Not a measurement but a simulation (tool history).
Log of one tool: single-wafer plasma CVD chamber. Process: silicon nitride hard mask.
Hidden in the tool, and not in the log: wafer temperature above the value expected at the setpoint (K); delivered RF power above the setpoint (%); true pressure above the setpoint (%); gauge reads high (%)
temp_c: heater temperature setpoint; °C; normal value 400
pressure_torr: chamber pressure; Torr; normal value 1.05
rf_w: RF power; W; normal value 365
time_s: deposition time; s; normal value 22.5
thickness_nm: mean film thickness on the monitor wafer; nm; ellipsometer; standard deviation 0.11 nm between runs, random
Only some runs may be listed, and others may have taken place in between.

run     day  temp_c  pressure_torr  rf_w  time_s  wafers since the last listed run  hours since the last thermocouple change  hours since the last RF generator calibration  hours since the last manometer calibration  hours since the showerhead was replaced  hours since the gauge calibration  read-back reference wafer on the same gauge, thickness_nm  thickness_nm
  1       0     400           1.05   365    22.5                                 0                                     843.3                                          355.8                                      1950.4                                   2711.8                             1646.7                                                     26.284        25.642
  2   1.388     400           1.05   365    22.5                               446                                     876.6                                          389.1                                      1983.7                                   2745.1                               1680                                                     26.322        25.501
  3   4.162     400           1.05   365    22.5                               893                                     943.2                                          455.7                                      2050.3                                   2811.7                             1746.6                                                     26.289        25.418
  4   5.246     400           1.05   365    22.5                               348                                     969.2                                          481.7                                      2076.3                                   2837.7                             1772.6                                                     26.314        25.486
      5.392  -- gauge calibrated
  5   6.458     400           0.88   365    22.5                               390                                     998.3                                          510.8                                      2105.4                                   2866.8                               25.6                                                     26.274        23.757
  6   9.075     400           0.88   365    22.5                               842                                    1061.1                                          573.6                                      2168.2                                   2929.6                               88.4                                                     26.313        23.491
  7  12.025     400           0.88   365    22.5                               949                                    1131.9                                          644.4                                        2239                                   3000.4                              159.2                                                     26.327        23.474
     13.329  -- showerhead replaced
  8  13.896     400           1.05   365    22.5                               495                                    1176.8                                          689.3                                      2283.9                                     13.6                              204.1                                                     26.262        25.501
  9  15.817     400           1.05   365    22.5                               618                                    1222.9                                          735.4                                        2330                                     59.7                              250.2                                                     26.343        25.343
 10  17.058     400           1.05   365    22.5                               399                                    1252.7                                          765.2                                      2359.8                                     89.5                                280                                                     26.262        25.304
 11  18.392     400           0.91   335    22.5                               429                                    1284.7                                          797.2                                      2391.8                                    121.5                                312                                                     26.283        22.715
     19.062  -- thermocouple changed; heater temperature recalibrated
 12  19.475     411           1.15   340    25.2                               241                                       9.9                                          823.2                                      2417.8                                    147.5                                338                                                     26.296        28.112
 13  20.996     409           1.05   365    22.5                               489                                      46.4                                          859.7                                      2454.3                                      184                              374.5                                                     26.352        25.131
 14  22.762     391           0.88   335      24                               568                                      88.8                                          902.1                                      2496.7                                    226.4                              416.9                                                     26.304        24.164
 15   25.25     407           1.22   365    22.5                               800                                     148.5                                          961.8                                      2556.4                                    286.1                              476.6                                                     26.304        26.495
 16  27.671     392           1.05   435      20                               779                                     206.6                                         1019.9                                      2614.5                                    344.2                              534.7                                                     26.316        24.592
     30.221  -- capacitance manometer re-zeroed and calibrated
 17  30.242     400           1.05   415    25.8                               720                                     268.3                                         1081.6                                         0.5                                    405.9                              596.4                                                      26.26          29.7
     30.617  -- RF generator calibrated
 18  31.717     414           0.89   400    22.5                               367                                     303.7                                           26.4                                        35.9                                    441.3                              631.8                                                     26.282        24.468
 19  33.612     414           1.05   295    22.5                               610                                     349.2                                           71.9                                        81.4                                    486.8                              677.3                                                     26.319        22.452
 20  35.692     414           1.28   420    18.1                               669                                     399.1                                          121.8                                       131.3                                    536.7                              727.2                                                     26.293        23.488
 21  37.596     400           1.05   365    22.5                               613                                     444.8                                          167.5                                         177                                    582.4                              772.9                                                     26.303        25.119
 22   38.75     387            1.2   410    20.5                               371                                     472.5                                          195.2                                       204.7                                    610.1                              800.6                                                     26.272        25.518
 23  41.288     405           0.92   340    24.7                               817                                     533.4                                          256.1                                       265.6                                      671                              861.5                                                      26.26        24.728
 24  43.929     400           1.05   365    22.5                               850                                     596.8                                          319.5                                         329                                    734.4                              924.9                                                     26.311        24.874
 25    45.2     400           1.05   365    19.4                               409                                     627.3                                            350                                       359.5                                    764.9                              955.4                                                     26.274        21.459
 26  47.742     400           1.05   415    20.4                               818                                     688.3                                            411                                       420.5                                    825.9                             1016.4                                                     26.279        24.252
 27  50.258     395           0.83   365    20.3                               810                                     748.7                                          471.4                                       480.9                                    886.3                             1076.8                                                       26.3        20.156
 28  51.762     400           1.05   365    22.5                               484                                     784.8                                          507.5                                         517                                    922.4                             1112.9                                                     26.293        24.858
 29  52.983     400           1.05   365    22.5                               393                                     814.1                                          536.8                                       546.3                                    951.7                             1142.2                                                     26.297        24.882

What if the next run were any one of these 4? Each begins from the tool's condition after run 29:
  A   53     400           1.05   365    22.5                                 5                                     814.5                                          537.2                                       546.7                                    952.1                             1142.6                                                          ?             ?
  B   53     400           1.05   365    19.9                                 5                                     814.5                                          537.2                                       546.7                                    952.1                             1142.6                                                          ?             ?
  C   53     400           0.91   365    22.5                                 5                                     814.5                                          537.2                                       546.7                                    952.1                             1142.6                                                          ?             ?
  D   53     389           1.05   365    22.5                                 5                                     814.5                                          537.2                                       546.7                                    952.1                             1142.6                                                          ?             ?

run  read-back reference wafer on the same gauge, thickness_nm  thickness_nm
  A                                                      26.28        24.864
  B                                                      26.28        21.998
  C                                                      26.28        23.423
  D                                                      26.28        24.966
Stripped of hidden state, with their random variation kept, the same runs would have yielded:
run  thickness_nm
  A        25.474
  B        22.537
  C        23.957
  D        25.579
